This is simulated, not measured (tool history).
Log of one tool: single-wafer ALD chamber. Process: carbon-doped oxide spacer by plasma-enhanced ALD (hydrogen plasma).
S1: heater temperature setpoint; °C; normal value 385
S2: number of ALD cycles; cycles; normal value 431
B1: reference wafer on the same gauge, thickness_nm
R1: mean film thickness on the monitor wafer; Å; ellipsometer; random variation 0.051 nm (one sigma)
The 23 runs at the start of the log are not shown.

run   hour   S1   S2      B1      R1
 24  311.7  400  500  21.221  235.63
 25  320.1  380  498  21.240  235.93
 26  332.4  391  515  21.269  244.39
 27  345.8  379  354  21.273  167.94
 28  354.1  385  431  21.287  203.57
 29  360.9  376  454  21.315  214.72
 30  373.7  379  512  21.321  243.47
 31  381.6  385  431  21.337  205.34
 32  394.7  372  431  21.354  204.35
 33  409.2  399  431  21.347  205.28
 34  415.6  385  431  21.362  204.85
 35  429.5  385  431  21.375  204.97
 36  436.3  385  355  21.378  169.72
 37  445.2  397  462  21.392  220.04
 38  455.8  381  380  21.390  182.01
 39  466.8  372  353  21.410  168.53
 40  494.0  379  369  21.435  176.33
 41  500.4  391  381  21.432  181.99
 42  506.8  385  486  21.422  233.03
 43  518.7  374  409  21.431  195.43

Consider 5 possible next runs. They are alternatives, not a sequence: every one starts from the tool as it was left by run 43. What does each give?
  A  519.8  385  431   ?   ?
  B  519.8  373  431   ?   ?
  C  519.8  371  494   ?   ?
  D  519.8  375  457   ?   ?
  E  519.8  385  390   ?   ?

run      B1      R1
  A  21.424  206.33
  B  21.424  206.33
  C  21.424  236.49
  D  21.424  218.78
  E  21.424  186.70
Stripped of hidden state, with their random variation kept, the same runs would have yielded:
run      R1
  A  203.12
  B  203.12
  C  232.82
  D  215.38
  E  183.80
